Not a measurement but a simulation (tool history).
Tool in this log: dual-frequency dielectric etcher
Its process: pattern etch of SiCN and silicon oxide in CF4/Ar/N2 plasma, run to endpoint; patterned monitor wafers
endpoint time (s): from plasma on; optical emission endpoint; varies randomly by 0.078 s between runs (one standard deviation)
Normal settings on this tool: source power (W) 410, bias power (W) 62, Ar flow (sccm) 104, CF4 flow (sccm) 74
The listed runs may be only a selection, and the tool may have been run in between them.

run	hour	source power (W)	bias power (W)	Ar flow (sccm)	CF4 flow (sccm)	wafers since the last listed run	hours since the last wet clean	hours since the last source power generator calibration	hours since the last bias power generator calibration	hours since the last Ar flow controller change	hours since the last CF4 flow controller change	hours since the last upper electrode change	incoming incoming film thickness, nm	endpoint time (s)
1	0.0	410	62	104	74	0	119.2	3108.4	2419.6	2589.0	2987.3	2384.6	16.93	23.8
2	104.2	410	62	104	74	2372	223.4	3212.6	2523.8	2693.2	3091.5	2488.8	17.06	24.1
3	154.3	410	62	104	74	1140	273.5	3262.7	2573.9	2743.3	3141.6	2538.9	17.06	24.0
4	197.0	410	62	104	74	972	316.2	3305.4	2616.6	2786.0	3184.3	2581.6	17.05	24.0
# hour 282.1: CF4 flow controller replaced
5	290.3	410	62	104	74	1987	409.5	3398.7	2709.9	2879.3	8.2	2674.9	17.09	24.0
# hour 325.5: upper electrode replaced
6	327.4	410	62	104	74	298	446.6	3435.8	2747.0	2916.4	45.3	1.9	17.04	23.8
7	375.3	410	62	104	74	1090	494.5	3483.7	2794.9	2964.3	93.2	49.8	17.06	24.0
# hour 427.9: wet clean of the chamber
8	454.6	470	62	104	74	1258	26.7	3563.0	2874.2	3043.6	172.5	129.1	17.01	20.7
# hour 496.1: bias power generator calibrated
9	529.8	310	53	104	74	1620	101.9	3638.2	33.7	3118.8	247.7	204.3	16.99	34.4
# hour 565.0: source power generator calibrated
10	587.8	410	46	104	74	1229	159.9	22.8	91.7	3176.8	305.7	262.3	16.82	25.0
# hour 663.4: Ar flow controller replaced
11	669.4	410	62	104	74	1721	241.5	104.4	173.3	6.0	387.3	343.9	16.95	22.6
12	765.0	310	62	104	64	2176	337.1	200.0	268.9	101.6	482.9	439.5	17.10	31.8
13	809.9	410	62	125	74	1022	382.0	244.9	313.8	146.5	527.8	484.4	16.95	23.6
# hour 893.5: wet clean of the chamber
14	894.0	340	62	93	74	1368	0.5	329.0	397.9	230.6	611.9	568.5	16.83	26.6

Branching from run 14: 4 alternative next runs. What would each branch give?
A	894.4	410	62	104	74	9	0.9	329.4	398.3	231.0	612.3	568.9	16.96	?
B	894.4	310	62	104	74	9	0.9	329.4	398.3	231.0	612.3	568.9	16.96	?
C	894.4	410	62	104	88	9	0.9	329.4	398.3	231.0	612.3	568.9	16.96	?
D	894.4	380	62	104	74	9	0.9	329.4	398.3	231.0	612.3	568.9	16.96	?

run	endpoint time (s)
A	22.7
B	30.5
C	21.8
D	24.5
Had the tool no hidden state, the same runs would have come out as:
run	endpoint time (s)
A	22.4
B	30.1
C	21.5
D	24.3
